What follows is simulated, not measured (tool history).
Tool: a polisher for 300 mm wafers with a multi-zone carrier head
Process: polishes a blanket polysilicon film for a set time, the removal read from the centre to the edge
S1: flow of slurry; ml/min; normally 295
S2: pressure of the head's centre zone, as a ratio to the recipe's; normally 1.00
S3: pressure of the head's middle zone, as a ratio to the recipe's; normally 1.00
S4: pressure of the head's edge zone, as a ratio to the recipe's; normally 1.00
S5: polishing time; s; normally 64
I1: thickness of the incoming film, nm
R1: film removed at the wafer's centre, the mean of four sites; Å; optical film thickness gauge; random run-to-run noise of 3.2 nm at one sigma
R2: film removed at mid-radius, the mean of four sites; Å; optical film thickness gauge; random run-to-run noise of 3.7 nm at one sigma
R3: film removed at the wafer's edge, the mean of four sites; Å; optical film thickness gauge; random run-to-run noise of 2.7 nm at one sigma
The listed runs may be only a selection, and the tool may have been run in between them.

Run 1, day 0.000: usual settings; I1 1558.9. Result: R1 3759 Å, R2 3996 Å, R3 3931 Å.
Run 2, day 0.333: usual settings; I1 1523.0. Result: R1 3694 Å, R2 3943 Å, R3 3967 Å.
Run 3, day 0.892: usual settings; I1 1535.4. Result: R1 3698 Å, R2 3905 Å, R3 3901 Å.
At day 1.575: slurry nozzle cleaned.
Run 4, day 2.858: usual settings but S1 365 ml/min; I1 1534.6. Result: R1 3631 Å, R2 3909 Å, R3 3925 Å.
Run 5, day 3.479: usual settings but S1 365 ml/min; I1 1534.3. Result: R1 3690 Å, R2 3909 Å, R3 3854 Å.
Run 6, day 4.162: usual settings; I1 1508.9. Result: R1 3573 Å, R2 3908 Å, R3 3843 Å.
Run 7, day 4.625: usual settings; I1 1511.3. Result: R1 3610 Å, R2 3823 Å, R3 3850 Å.
At day 5.042: worn pad replaced by a new one.
Run 8, day 5.062: usual settings but S3 1.03; I1 1526.5. Result: R1 3811 Å, R2 4293 Å, R3 4104 Å.
At day 5.900: centre zone pressure recalibrated.
Run 9, day 6.438: usual settings but S3 0.96; I1 1522.8. Result: R1 4042 Å, R2 3839 Å, R3 3993 Å.
At day 7.088: edge zone pressure recalibrated.
Run 10, day 7.792: usual settings but S3 0.90, S4 0.90; I1 1503.6. Result: R1 3980 Å, R2 3661 Å, R3 3730 Å.
Run 11, day 8.350: usual settings but S5 81 s; I1 1517.8. Result: R1 5013 Å, R2 4922 Å, R3 4943 Å.
Run 12, day 8.775: usual settings; I1 1544.2. Result: R1 3928 Å, R2 3936 Å, R3 3944 Å.
At day 9.008: carrier head's membrane replaced by a new one.
Run 13, day 9.446: usual settings; I1 1530.0. Result: R1 3935 Å, R2 3927 Å, R3 3871 Å.
Run 14, day 9.900: usual settings; I1 1523.6. Result: R1 3963 Å, R2 3937 Å, R3 3906 Å.
Run 15, day 10.292: usual settings but S2 0.91, S3 0.96, S4 1.09, S5 76 s; I1 1519.1. Result: R1 4256 Å, R2 4508 Å, R3 4889 Å.
Run 16, day 10.558: usual settings but S3 1.08, S5 53 s; I1 1549.7. Result: R1 3215 Å, R2 3437 Å, R3 3204 Å.
At day 10.950: worn pad replaced by a new one.
Run 17, day 11.238: usual settings but S1 365 ml/min; I1 1530.7. Result: R1 4166 Å, R2 4160 Å, R3 4134 Å.
Run 18, day 11.508: usual settings but S2 0.94, S5 78 s; I1 1545.9. Result: R1 4712 Å, R2 4993 Å, R3 4926 Å.
Run 19, day 11.938: usual settings but S1 200 ml/min; I1 1518.9. Result: R1 3822 Å, R2 3844 Å, R3 3834 Å.
Run 20, day 12.383: usual settings but S2 0.92; I1 1526.5. Result: R1 3687 Å, R2 4010 Å, R3 3953 Å.
Run 21, day 12.958: usual settings; I1 1541.7. Result: R1 3975 Å, R2 4005 Å, R3 3941 Å.

Branching from run 21: 5 alternative next runs. What would each branch give?
Run A, day 12.975: usual settings; I1 1532.1. Result: R1 ?, R2 ?, R3 ?.
Run B, day 12.975: usual settings but S2 1.08; I1 1532.1. Result: R1 ?, R2 ?, R3 ?.
Run C, day 12.975: usual settings but S2 1.06, S4 0.95; I1 1532.1. Result: R1 ?, R2 ?, R3 ?.
Run D, day 12.975: usual settings but S2 1.07, S4 1.09; I1 1532.1. Result: R1 ?, R2 ?, R3 ?.
Run E, day 12.975: usual settings but S1 220 ml/min, S2 0.94, S3 0.91, S5 84 s; I1 1532.1. Result: R1 ?, R2 ?, R3 ?.

run    R1    R2    R3
  A  4012  3975  3981
  B  4336  3973  3981
  C  4255  3974  3884
  D  4295  3973  4153
  E  4755  4667  5094
Stripped of hidden state, with their random variation kept, the same runs would have yielded:
run    R1    R2    R3
  A  4234  4158  4164
  B  4575  4156  4164
  C  4490  4157  4064
  D  4533  4156  4345
  E  5018  4882  5329
